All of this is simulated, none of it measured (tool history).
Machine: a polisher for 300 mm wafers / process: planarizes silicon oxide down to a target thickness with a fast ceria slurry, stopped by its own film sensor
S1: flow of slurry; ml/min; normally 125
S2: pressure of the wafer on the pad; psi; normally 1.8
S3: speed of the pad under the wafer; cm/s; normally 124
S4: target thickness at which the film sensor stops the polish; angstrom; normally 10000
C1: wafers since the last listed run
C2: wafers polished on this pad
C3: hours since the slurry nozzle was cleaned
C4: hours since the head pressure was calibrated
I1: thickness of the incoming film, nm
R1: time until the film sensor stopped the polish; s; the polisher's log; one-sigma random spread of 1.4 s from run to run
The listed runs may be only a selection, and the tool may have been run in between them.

run 1 day=0 | S1=125 S2=1.8 S3=124 S4=11300 | C1=0 C2=1405 C3=121.4 C4=617.2 | I1=1939.8 | R1=85
-- day=1.771 head pressure recalibrated
-- day=3.517 worn pad replaced by a new one
run 2 day=3.867 | S1=125 S2=1.8 S3=124 S4=11300 | C1=566 C2=54 C3=214.2 C4=50.3 | I1=1954 | R1=79.4
run 3 day=7.812 | S1=125 S2=1.6 S3=124 S4=10000 | C1=618 C2=672 C3=308.9 C4=145 | I1=1952.1 | R1=108.8
run 4 day=10.333 | S1=125 S2=1.6 S3=124 S4=10000 | C1=394 C2=1067 C3=369.4 C4=205.5 | I1=1932.3 | R1=105.6
run 5 day=11.879 | S1=125 S2=1.8 S3=124 S4=8080 | C1=242 C2=1309 C3=406.5 C4=242.6 | I1=1905.3 | R1=113.1
-- day=11.992 slurry nozzle cleaned
run 6 day=14.129 | S1=125 S2=1.8 S3=124 S4=8080 | C1=345 C2=1655 C3=51.3 C4=296.6 | I1=1921.1 | R1=116.3
-- day=15.917 worn pad replaced by a new one
run 7 day=16.683 | S1=125 S2=1.8 S3=106 S4=10000 | C1=374 C2=120 C3=112.6 C4=357.9 | I1=1935.9 | R1=102.3
run 8 day=21.062 | S1=125 S2=1.8 S3=106 S4=10000 | C1=686 C2=806 C3=217.7 C4=463 | I1=1972.5 | R1=112.9
run 9 day=23.667 | S1=125 S2=1.8 S3=106 S4=10000 | C1=407 C2=1214 C3=280.2 C4=525.5 | I1=1916.5 | R1=111.5
-- day=25.712 head pressure recalibrated
run 10 day=27.729 | S1=125 S2=1.8 S3=124 S4=12260 | C1=623 C2=1837 C3=377.7 C4=48.4 | I1=1972.9 | R1=78.2
-- day=30.121 worn pad replaced by a new one
run 11 day=30.142 | S1=85 S2=2 S3=152 S4=10000 | C1=351 C2=3 C3=435.6 C4=106.3 | I1=1935.7 | R1=70
-- day=31.125 slurry nozzle cleaned
run 12 day=33.696 | S1=125 S2=1.8 S3=124 S4=10000 | C1=550 C2=553 C3=61.7 C4=191.6 | I1=1944.1 | R1=93.1
run 13 day=37.933 | S1=125 S2=1.4 S3=84 S4=10000 | C1=663 C2=1217 C3=163.4 C4=293.3 | I1=1948.5 | R1=186.1
-- day=42.304 worn pad replaced by a new one
run 14 day=42.325 | S1=125 S2=1.8 S3=106 S4=10000 | C1=661 C2=3 C3=268.8 C4=398.7 | I1=1947.1 | R1=100
run 15 day=44.996 | S1=125 S2=1.8 S3=154 S4=6890 | C1=418 C2=421 C3=332.9 C4=462.8 | I1=1935.8 | R1=100.5
run 16 day=46.871 | S1=125 S2=1.8 S3=124 S4=10000 | C1=293 C2=715 C3=377.9 C4=507.8 | I1=1919.7 | R1=92.8
-- day=47.975 head pressure recalibrated
-- day=48.454 slurry nozzle cleaned
run 17 day=53.458 | S1=125 S2=1.8 S3=80 S4=11630 | C1=1012 C2=1727 C3=120.1 C4=131.6 | I1=1929.8 | R1=125.5
run 18 day=55.658 | S1=125 S2=1.8 S3=98 S4=10000 | C1=344 C2=2072 C3=172.9 C4=184.4 | I1=1935.9 | R1=125.2
-- day=56.404 worn pad replaced by a new one
run 19 day=59.467 | S1=125 S2=1.8 S3=124 S4=12250 | C1=570 C2=479 C3=264.3 C4=275.8 | I1=1957.8 | R1=71.6
run 20 day=61.054 | S1=110 S2=1.5 S3=124 S4=10000 | C1=248 C2=728 C3=302.4 C4=313.9 | I1=1955.9 | R1=121.2
-- day=63.958 slurry nozzle cleaned
run 21 day=64.462 | S1=100 S2=1.3 S3=124 S4=8770 | C1=527 C2=1255 C3=12.1 C4=395.7 | I1=1930.1 | R1=164.9

What if the next run were any one of these 3? Each begins from the tool's condition after run 21:
run A day=64.483 | S1=125 S2=1.8 S3=124 S4=8240 | C1=3 C2=1258 C3=12.6 C4=396.2 | I1=1906 | R1=?
run B day=64.483 | S1=100 S2=2 S3=124 S4=10000 | C1=3 C2=1258 C3=12.6 C4=396.2 | I1=1906 | R1=?
run C day=64.483 | S1=80 S2=1.8 S3=138 S4=11750 | C1=3 C2=1258 C3=12.6 C4=396.2 | I1=1906 | R1=?

run=A R1=112.7
run=B R1=89.9
run=C R1=77.9
With no hidden state in the tool, these same runs would have given:
run=A R1=99.4
run=B R1=79.3
run=C R1=68.7

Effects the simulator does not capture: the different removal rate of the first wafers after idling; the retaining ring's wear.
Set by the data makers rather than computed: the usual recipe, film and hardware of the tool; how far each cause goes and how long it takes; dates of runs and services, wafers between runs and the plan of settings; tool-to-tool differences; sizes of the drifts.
